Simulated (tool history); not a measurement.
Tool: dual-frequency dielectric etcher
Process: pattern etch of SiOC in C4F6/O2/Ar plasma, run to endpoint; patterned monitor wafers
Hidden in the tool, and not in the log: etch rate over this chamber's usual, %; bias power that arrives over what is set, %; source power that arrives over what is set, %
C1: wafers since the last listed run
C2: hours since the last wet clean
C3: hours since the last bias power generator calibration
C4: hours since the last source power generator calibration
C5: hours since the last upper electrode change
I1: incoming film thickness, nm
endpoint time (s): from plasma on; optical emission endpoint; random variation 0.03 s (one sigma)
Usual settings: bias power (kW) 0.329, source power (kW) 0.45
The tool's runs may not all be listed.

Run 1, hour 0: usual settings but source power (kW) 0.39; C1 0; C2 409.6; C3 3626.5; C4 2178.5; C5 2660.2; I1 29.61. Result: endpoint time (s) 10.8.
Run 2, hour 17.2: usual settings but bias power (kW) 0.311; C1 246; C2 426.8; C3 3643.7; C4 2195.7; C5 2677.4; I1 29.77. Result: endpoint time (s) 10.7.
Run 3, hour 31.5: usual settings but bias power (kW) 0.311; C1 205; C2 441.1; C3 3658; C4 2210; C5 2691.7; I1 29.83. Result: endpoint time (s) 10.7.
Run 4, hour 44.1: usual settings but bias power (kW) 0.311; C1 180; C2 453.7; C3 3670.6; C4 2222.6; C5 2704.3; I1 29.86. Result: endpoint time (s) 10.8.
Run 5, hour 54: usual settings; C1 142; C2 463.6; C3 3680.5; C4 2232.5; C5 2714.2; I1 29.51. Result: endpoint time (s) 10.4.
At hour 93.2: upper electrode replaced.
At hour 101.6: source power generator calibrated.
At hour 105.5: wet clean of the chamber.
Run 6, hour 106: usual settings; C1 287; C2 0.5; C3 3732.5; C4 4.4; C5 12.8; I1 29.58. Result: endpoint time (s) 9.9.
Run 7, hour 106.4: usual settings; C1 5; C2 0.9; C3 3732.9; C4 4.8; C5 13.2; I1 30.1. Result: endpoint time (s) 10.
Run 8, hour 106.7: usual settings but bias power (kW) 0.377, source power (kW) 0.55; C1 4; C2 1.2; C3 3733.2; C4 5.1; C5 13.5; I1 29.86. Result: endpoint time (s) 8.9.
Run 9, hour 107: usual settings but bias power (kW) 0.291; C1 4; C2 1.5; C3 3733.5; C4 5.4; C5 13.8; I1 29.89. Result: endpoint time (s) 10.4.
At hour 114.4: bias power generator calibrated.
Run 10, hour 120.2: usual settings but bias power (kW) 0.26, source power (kW) 0.42; C1 132; C2 14.7; C3 5.8; C4 18.6; C5 27; I1 29.85. Result: endpoint time (s) 11.1.
Run 11, hour 134.6: usual settings but bias power (kW) 0.357, source power (kW) 0.49; C1 206; C2 29.1; C3 20.2; C4 33; C5 41.4; I1 29.74. Result: endpoint time (s) 9.4.
Run 12, hour 149.6: usual settings but source power (kW) 0.41; C1 215; C2 44.1; C3 35.2; C4 48; C5 56.4; I1 29.66. Result: endpoint time (s) 10.2.
Run 13, hour 161.1: usual settings but bias power (kW) 0.311; C1 165; C2 55.6; C3 46.7; C4 59.5; C5 67.9; I1 30.07. Result: endpoint time (s) 10.3.
Run 14, hour 177.8: usual settings but bias power (kW) 0.405, source power (kW) 0.4; C1 239; C2 72.3; C3 63.4; C4 76.2; C5 84.6; I1 29.82. Result: endpoint time (s) 9.5.

The tool's hidden state at each run:
bias power that arrives over what is set, %: 0 in every run
source power that arrives over what is set, %: 0 in every run
H1: etch rate over this chamber's usual, %
run      H1
  1   -5.05
  2   -5.26
  3   -5.43
  4   -5.57
  5   -5.69
  6   0.204
  7   0.199
  8   0.196
  9   0.192
 10  0.0368
 11  -0.133
 12  -0.309
 13  -0.444
 14  -0.641

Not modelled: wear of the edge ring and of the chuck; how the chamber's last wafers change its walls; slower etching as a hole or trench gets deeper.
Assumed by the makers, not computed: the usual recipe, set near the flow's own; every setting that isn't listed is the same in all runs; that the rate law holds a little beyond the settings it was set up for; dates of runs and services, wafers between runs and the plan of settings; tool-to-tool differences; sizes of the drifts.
